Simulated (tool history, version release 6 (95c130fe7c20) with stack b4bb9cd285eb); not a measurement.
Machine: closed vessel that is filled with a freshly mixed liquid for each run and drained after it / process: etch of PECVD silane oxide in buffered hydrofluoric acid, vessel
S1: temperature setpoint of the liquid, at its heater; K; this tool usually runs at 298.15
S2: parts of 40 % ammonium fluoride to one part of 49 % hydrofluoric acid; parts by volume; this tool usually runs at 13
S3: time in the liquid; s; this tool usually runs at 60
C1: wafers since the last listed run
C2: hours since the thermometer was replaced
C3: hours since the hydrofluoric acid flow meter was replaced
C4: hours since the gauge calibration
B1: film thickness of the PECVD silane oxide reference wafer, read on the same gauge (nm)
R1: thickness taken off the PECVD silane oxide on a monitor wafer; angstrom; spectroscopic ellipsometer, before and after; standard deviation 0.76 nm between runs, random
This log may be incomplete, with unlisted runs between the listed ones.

run	day	S1	S2	S3	C1	C2	C3	C4	B1	R1
1	0.000	298.15	13	60	0	544.5	752.2	1151.9	40.63	2114.8
2	2.308	298.15	13	60	8066	599.9	807.6	1207.3	40.70	2108.2
3	3.646	298.15	13	60	4673	632.0	839.7	1239.4	40.75	2099.2
4	5.667	298.15	13	60	7061	680.5	888.2	1287.9	40.78	2127.6
# day 6.733: hydrofluoric acid flow meter replaced
5	7.629	298.15	13	60	6712	727.6	21.5	1335.0	40.86	2131.4
6	8.938	296.15	13	60	4571	759.0	52.9	1366.4	40.87	1900.9
7	11.475	296.15	13	60	8867	819.9	113.8	1427.3	40.94	1913.1
8	12.867	296.15	13	60	4863	853.3	147.2	1460.7	41.01	1918.6
9	15.192	298.15	13	60	8124	909.1	203.0	1516.5	41.05	2123.1
10	18.092	298.15	13	60	10134	978.7	272.6	1586.1	41.18	2128.2
11	19.983	298.15	13	60	6610	1024.1	318.0	1631.5	41.25	2139.7
# day 21.604: thermometer replaced
# day 23.258: gauge calibrated
12	28.846	298.15	13	50	30824	173.8	530.7	134.1	39.80	1726.7
13	31.454	298.15	13	50	9114	236.4	593.3	196.7	39.79	1706.2
14	34.079	301.65	13	60	9173	299.4	656.3	259.7	39.82	2514.9
15	36.400	293.65	16	35	8110	355.1	712.0	315.4	39.81	770.0
16	37.912	298.15	13	60	5285	391.4	748.3	351.7	39.83	2071.6
17	39.812	298.15	18	90	6639	437.0	793.9	397.3	39.86	2258.0
18	42.567	301.15	13	35	9624	503.1	860.0	463.4	39.87	1419.6
19	43.933	299.65	9	40	4775	535.9	892.8	496.2	39.90	2064.8
20	44.975	298.15	13	35	3640	560.9	917.8	521.2	39.89	1206.0

What does the tool deliver on the next run?
21	47.867	298.15	13	35	10104	630.3	987.2	590.6	?	?

Run 21 gave B1 39.92, R1 1211.0 angstrom.
Had the tool carried no hidden state, the very same run would have given R1 1213.0 angstrom.
